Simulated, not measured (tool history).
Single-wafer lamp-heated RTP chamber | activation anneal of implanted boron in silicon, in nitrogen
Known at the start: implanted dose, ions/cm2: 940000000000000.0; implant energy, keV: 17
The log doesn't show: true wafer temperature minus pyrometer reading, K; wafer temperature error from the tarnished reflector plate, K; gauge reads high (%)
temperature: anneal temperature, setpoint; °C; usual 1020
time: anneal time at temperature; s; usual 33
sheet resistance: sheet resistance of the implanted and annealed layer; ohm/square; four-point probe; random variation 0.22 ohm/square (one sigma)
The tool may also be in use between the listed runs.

run	day	temperature	time	wafers since the last listed run	wafers since the last pyrometer calibration	wafers since the reflector plate was cleaned	hours since the gauge calibration	read-back reference wafer on the same gauge, sheet resistance	sheet resistance
1	0.000	1040	33	0	3939	7142	1479.6	124.97	124.22
2	3.283	1028	33	1456	5395	8598	1558.4	125.05	125.05
3	4.596	1028	33	582	5977	9180	1589.9	125.05	124.66
4	5.775	1028	33	522	6500	9703	1618.2	124.98	124.78
# day 7.300: pyrometer window cleaned and pyrometer calibrated, repeated, since the last time left the tool worse
5	8.450	1020	33	1038	510	10742	1682.4	124.97	126.30
# day 10.512: reflector plate cleaned
6	10.817	1020	33	901	1412	134	1739.2	124.95	126.33
7	13.796	1020	33	1321	2733	1455	1810.7	125.00	126.46
8	16.638	1020	21	1260	3993	2715	1878.9	124.91	126.95
9	19.158	1020	21	1117	5111	3833	1939.4	125.02	126.83
10	21.383	1020	33	986	6098	4820	1992.8	125.03	126.29
11	24.271	1020	33	1280	7379	6101	2062.1	124.92	125.80
# day 25.812: gauge calibrated
# day 27.471: pyrometer window cleaned and pyrometer calibrated
12	27.492	996	41	1280	8	7381	40.3	124.96	130.30
13	29.850	1008	47	1045	1054	8427	96.9	124.99	127.51
14	32.762	1020	33	1291	2346	9719	166.8	124.99	126.11
15	34.458	1042	43	752	3098	10471	207.5	125.02	124.28
16	35.912	1020	33	644	3743	11116	242.4	125.03	126.34
17	38.321	1020	33	1068	4811	12184	300.2	124.96	126.47
18	41.017	1012	19	1195	6006	13379	364.9	124.98	128.17
# day 42.038: reflector plate cleaned
19	42.092	1020	40	328	6335	24	390.7	124.96	125.64
20	43.408	1038	33	583	6919	608	422.3	125.04	124.70
21	46.096	1020	33	1191	8111	1800	486.8	125.03	125.97
# day 51.825: pyrometer window cleaned and pyrometer calibrated
22	54.358	1003	52	3516	1122	5317	685.1	124.99	127.94
23	56.571	1020	33	981	2103	6298	738.2	125.00	126.91
24	58.412	1046	33	816	2920	7114	782.4	125.01	124.61
25	61.162	999	28	1219	4140	8334	848.4	124.99	130.14
26	63.004	1042	49	816	4956	9151	892.6	125.03	124.32
27	65.625	1037	21	1162	6119	10313	955.5	125.02	125.34
28	67.162	996	21	681	6800	10995	992.4	125.04	131.38
# day 67.621: reflector plate cleaned
29	69.679	1020	33	968	7769	912	1052.8	125.05	126.08

Run 30 comes next. What will it give?
30	71.054	1007	48	609	8379	1522	1085.8	?	?

Run 30 gave read-back reference wafer on the same gauge, sheet resistance 124.98, sheet resistance 126.53 ohm/square.
Without the tool's hidden state the same run would have given sheet resistance 127.44 ohm/square.
